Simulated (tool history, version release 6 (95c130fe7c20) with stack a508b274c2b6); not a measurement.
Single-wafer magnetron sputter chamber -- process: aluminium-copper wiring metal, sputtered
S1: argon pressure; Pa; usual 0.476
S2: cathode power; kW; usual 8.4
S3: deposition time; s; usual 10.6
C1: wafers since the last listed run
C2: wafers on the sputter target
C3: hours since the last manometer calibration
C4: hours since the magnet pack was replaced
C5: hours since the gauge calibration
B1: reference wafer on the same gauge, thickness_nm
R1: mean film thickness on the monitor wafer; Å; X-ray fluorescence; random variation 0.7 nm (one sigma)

Run 1, day 0: usual settings; C1 0; C2 196; C3 2268; C4 8142.2; C5 42; B1 153.095. Result: R1 1485.25 Å.
Run 2, day 1.162: usual settings; C1 746; C2 942; C3 2295.9; C4 8170.1; C5 69.9; B1 153.154. Result: R1 1468.05 Å.
Run 3, day 2.612: usual settings; C1 931; C2 1874; C3 2330.7; C4 8204.9; C5 104.7; B1 153.204. Result: R1 1453.96 Å.
Run 4, day 3.988: usual settings; C1 883; C2 2757; C3 2363.7; C4 8237.9; C5 137.7; B1 152.873. Result: R1 1439.94 Å.
Run 5, day 4.829: usual settings; C1 540; C2 3298; C3 2383.9; C4 8258.1; C5 157.9; B1 152.836. Result: R1 1433.41 Å.
At day 5.425: sputter target and shields replaced.
Run 6, day 5.479: usual settings; C1 203; C2 33; C3 2399.5; C4 8273.7; C5 173.5; B1 153.249. Result: R1 1355.66 Å.
Run 7, day 6.046: usual settings; C1 363; C2 397; C3 2413.1; C4 8287.3; C5 187.1; B1 152.89. Result: R1 1349.58 Å.
Run 8, day 6.808: usual settings; C1 489; C2 887; C3 2431.4; C4 8305.6; C5 205.4; B1 153.009. Result: R1 1353.7 Å.
At day 8.742: magnet pack replaced.
At day 8.821: capacitance manometer re-zeroed and calibrated.
Run 9, day 9.942: usual settings; C1 1745; C2 2633; C3 26.9; C4 28.8; C5 280.6; B1 152.94. Result: R1 1316.45 Å.
At day 10.754: sputter target and shields replaced, repeated, since the last time left the tool worse.
Run 10, day 10.775: usual settings but S1 0.666 Pa, S2 6.4 kW; C1 321; C2 13; C3 46.9; C4 48.8; C5 300.6; B1 152.899. Result: R1 1101.67 Å.
At day 11.754: gauge calibrated.
Run 11, day 14.25: usual settings; C1 2231; C2 2245; C3 130.3; C4 132.2; C5 59.9; B1 153.068. Result: R1 1450.1 Å.
Run 12, day 15.692: usual settings but S3 8.9 s; C1 925; C2 3171; C3 164.9; C4 166.8; C5 94.5; B1 152.772. Result: R1 1186.77 Å.
At day 17.412: sputter target and shields replaced.
Run 13, day 17.433: usual settings; C1 904; C2 12; C3 206.7; C4 208.6; C5 136.3; B1 153.149. Result: R1 1464.8 Å.
Run 14, day 18.038: usual settings; C1 388; C2 400; C3 221.2; C4 223.1; C5 150.8; B1 153. Result: R1 1462.82 Å.
Run 15, day 19.425: usual settings but S1 0.658 Pa; C1 891; C2 1291; C3 254.5; C4 256.4; C5 184.1; B1 152.85. Result: R1 1333.75 Å.
Run 16, day 20.404: usual settings but S1 0.663 Pa, S2 7.55 kW, S3 12.5 s; C1 628; C2 1920; C3 278; C4 279.9; C5 207.6; B1 152.885. Result: R1 1437.62 Å.
Run 17, day 21.479: usual settings but S1 0.527 Pa, S2 8.95 kW, S3 12.6 s; C1 690; C2 2610; C3 303.8; C4 305.7; C5 233.4; B1 152.912. Result: R1 1743.64 Å.
Run 18, day 22.358: usual settings but S1 0.389 Pa, S2 9.85 kW, S3 9.6 s; C1 564; C2 3175; C3 324.9; C4 326.8; C5 254.5; B1 152.789. Result: R1 1530.65 Å.

Results per run with the tool's hidden condition removed, run-to-run variation unchanged:
What the log doesn't record here: deposition rate above that of a new target (%); true argon pressure above the setpoint (%); gauge reads high (%).
run       R1
  1  1485.91
  2   1472.8
  3  1471.34
  4  1477.16
  5   1486.8
  6  1471.21
  7  1465.44
  8   1473.2
  9  1472.63
 10  1108.71
 11  1484.01
 12  1235.27
 13  1474.45
 14  1473.23
 15  1349.95
 16  1464.88
 17  1795.43
 18  1593.66

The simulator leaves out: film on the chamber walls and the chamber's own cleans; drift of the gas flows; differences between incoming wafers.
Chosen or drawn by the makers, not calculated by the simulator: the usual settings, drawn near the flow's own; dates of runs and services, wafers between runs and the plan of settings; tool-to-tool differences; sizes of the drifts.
